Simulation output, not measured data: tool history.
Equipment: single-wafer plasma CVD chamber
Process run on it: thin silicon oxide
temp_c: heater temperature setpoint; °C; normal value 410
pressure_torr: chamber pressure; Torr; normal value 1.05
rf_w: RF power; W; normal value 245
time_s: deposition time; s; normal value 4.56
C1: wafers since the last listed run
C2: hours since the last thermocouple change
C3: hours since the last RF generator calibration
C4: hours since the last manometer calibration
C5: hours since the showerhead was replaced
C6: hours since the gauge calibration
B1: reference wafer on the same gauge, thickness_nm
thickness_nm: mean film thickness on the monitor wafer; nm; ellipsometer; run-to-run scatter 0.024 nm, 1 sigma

Run 1, hour 0: usual settings; C1 0; C2 730; C3 599.1; C4 2826.5; C5 5268; C6 973.7; B1 8.563. Result: thickness_nm 8.723 nm.
Run 2, hour 54.3: usual settings; C1 2369; C2 784.3; C3 653.4; C4 2880.8; C5 5322.3; C6 1028; B1 8.567. Result: thickness_nm 8.723 nm.
Run 3, hour 91.7: usual settings but temp_c 414 °C; C1 1631; C2 821.7; C3 690.8; C4 2918.2; C5 5359.7; C6 1065.4; B1 8.557. Result: thickness_nm 8.652 nm.
At hour 147: RF generator calibrated.
Run 4, hour 156.9: usual settings but time_s 5.02 s; C1 2495; C2 886.9; C3 9.9; C4 2983.4; C5 5424.9; C6 1130.6; B1 8.57. Result: thickness_nm 9.808 nm.
Run 5, hour 221.2: usual settings but time_s 5.02 s; C1 2805; C2 951.2; C3 74.2; C4 3047.7; C5 5489.2; C6 1194.9; B1 8.563. Result: thickness_nm 9.768 nm.
Run 6, hour 257: usual settings but time_s 5.02 s; C1 1561; C2 987; C3 110; C4 3083.5; C5 5525; C6 1230.7; B1 8.565. Result: thickness_nm 9.756 nm.
Run 7, hour 300: usual settings; C1 1876; C2 1030; C3 153; C4 3126.5; C5 5568; C6 1273.7; B1 8.547. Result: thickness_nm 8.848 nm.
At hour 329.2: showerhead replaced.
Run 8, hour 329.7: usual settings but pressure_torr 1.3 Torr, rf_w 200 W; C1 946; C2 1059.7; C3 182.7; C4 3156.2; C5 0.5; C6 1303.4; B1 8.561. Result: thickness_nm 8.87 nm.
Run 9, hour 353.1: usual settings but temp_c 419 °C, pressure_torr 0.82 Torr, rf_w 225 W, time_s 5.19 s; C1 1020; C2 1083.1; C3 206.1; C4 3179.6; C5 23.9; C6 1326.8; B1 8.563. Result: thickness_nm 7.333 nm.
At hour 403.9: capacitance manometer re-zeroed and calibrated.
Run 10, hour 411.5: usual settings; C1 2198; C2 1141.5; C3 264.5; C4 7.6; C5 82.3; C6 1385.2; B1 8.573. Result: thickness_nm 8.945 nm.
Run 11, hour 436.1: usual settings but rf_w 225 W; C1 1073; C2 1166.1; C3 289.1; C4 32.2; C5 106.9; C6 1409.8; B1 8.566. Result: thickness_nm 8.467 nm.
Run 12, hour 462.5: usual settings but temp_c 420 °C, pressure_torr 0.91 Torr, time_s 3.96 s; C1 1151; C2 1192.5; C3 315.5; C4 58.6; C5 133.3; C6 1436.2; B1 8.559. Result: thickness_nm 6.786 nm.
Run 13, hour 508: usual settings but temp_c 416 °C, pressure_torr 0.94 Torr, rf_w 270 W; C1 1985; C2 1238; C3 361; C4 104.1; C5 178.8; C6 1481.7; B1 8.563. Result: thickness_nm 8.525 nm.
Run 14, hour 542.8: usual settings but pressure_torr 0.84 Torr, rf_w 270 W, time_s 4.96 s; C1 1518; C2 1272.8; C3 395.8; C4 138.9; C5 213.6; C6 1516.5; B1 8.558. Result: thickness_nm 8.291 nm.
Run 15, hour 574.4: usual settings but temp_c 404 °C, pressure_torr 1.3 Torr, rf_w 220 W, time_s 3.95 s; C1 1378; C2 1304.4; C3 427.4; C4 170.5; C5 245.2; C6 1548.1; B1 8.561. Result: thickness_nm 8.268 nm.
At hour 593.1: thermocouple changed; heater temperature recalibrated.
Run 16, hour 611: usual settings but time_s 3.72 s; C1 1247; C2 17.9; C3 464; C4 207.1; C5 281.8; C6 1584.7; B1 8.566. Result: thickness_nm 7.272 nm.
Run 17, hour 674.5: usual settings; C1 2770; C2 81.4; C3 527.5; C4 270.6; C5 345.3; C6 1648.2; B1 8.561. Result: thickness_nm 8.888 nm.
At hour 702.2: gauge calibrated.
Run 18, hour 729.4: usual settings but temp_c 417 °C, rf_w 270 W, time_s 4.18 s; C1 2395; C2 136.3; C3 582.4; C4 325.5; C5 400.2; C6 27.2; B1 8.55. Result: thickness_nm 8.579 nm.
Run 19, hour 779.3: usual settings but pressure_torr 0.8 Torr, time_s 3.82 s; C1 2177; C2 186.2; C3 632.3; C4 375.4; C5 450.1; C6 77.1; B1 8.56. Result: thickness_nm 5.665 nm.
Run 20, hour 815.2: usual settings but pressure_torr 0.97 Torr, rf_w 280 W; C1 1566; C2 222.1; C3 668.2; C4 411.3; C5 486; C6 113; B1 8.556. Result: thickness_nm 8.969 nm.
Run 21, hour 857.9: usual settings but pressure_torr 0.93 Torr; C1 1862; C2 264.8; C3 710.9; C4 454; C5 528.7; C6 155.7; B1 8.567. Result: thickness_nm 7.919 nm.
Run 22, hour 904.4: usual settings but rf_w 215 W, time_s 4.97 s; C1 2028; C2 311.3; C3 757.4; C4 500.5; C5 575.2; C6 202.2; B1 8.567. Result: thickness_nm 8.79 nm.
Run 23, hour 932.1: usual settings but pressure_torr 0.97 Torr, rf_w 280 W; C1 1208; C2 339; C3 785.1; C4 528.2; C5 602.9; C6 229.9; B1 8.567. Result: thickness_nm 8.946 nm.
Run 24, hour 970.4: usual settings but temp_c 405 °C, time_s 5 s; C1 1670; C2 377.3; C3 823.4; C4 566.5; C5 641.2; C6 268.2; B1 8.562. Result: thickness_nm 9.664 nm.
At hour 1039.5: RF generator calibrated.
Run 25, hour 1041.9: usual settings; C1 2770; C2 448.8; C3 2.4; C4 638; C5 712.7; C6 339.7; B1 8.545. Result: thickness_nm 9.042 nm.
Run 26, hour 1069: usual settings; C1 1182; C2 475.9; C3 29.5; C4 665.1; C5 739.8; C6 366.8; B1 8.571. Result: thickness_nm 9.067 nm.
Run 27, hour 1100.6: usual settings but temp_c 419 °C; C1 1378; C2 507.5; C3 61.1; C4 696.7; C5 771.4; C6 398.4; B1 8.558. Result: thickness_nm 9.047 nm.
Run 28, hour 1157.6: usual settings but pressure_torr 0.88 Torr, rf_w 265 W; C1 2486; C2 564.5; C3 118.1; C4 753.7; C5 828.4; C6 455.4; B1 8.546. Result: thickness_nm 8.027 nm.

Here are 4 independent what-if runs from the current tool condition. What would each one return?
Run A, hour 1158: usual settings; C1 17; C2 564.9; C3 118.5; C4 754.1; C5 828.8; C6 455.8; B1 ?. Result: thickness_nm ?.
Run B, hour 1158: usual settings but rf_w 270 W; C1 17; C2 564.9; C3 118.5; C4 754.1; C5 828.8; C6 455.8; B1 ?. Result: thickness_nm ?.
Run C, hour 1158: usual settings but temp_c 423 °C; C1 17; C2 564.9; C3 118.5; C4 754.1; C5 828.8; C6 455.8; B1 ?. Result: thickness_nm ?.
Run D, hour 1158: usual settings but pressure_torr 0.88 Torr, time_s 5.28 s; C1 17; C2 564.9; C3 118.5; C4 754.1; C5 828.8; C6 455.8; B1 ?. Result: thickness_nm ?.

run     B1  thickness_nm
  A  8.557         9.086
  B  8.557         9.617
  C  8.557         9.019
  D  8.557         8.916
What these runs would have given with no unlogged condition in the tool:
run  thickness_nm
  A          9.17
  B         9.701
  C         9.103
  D         9.008
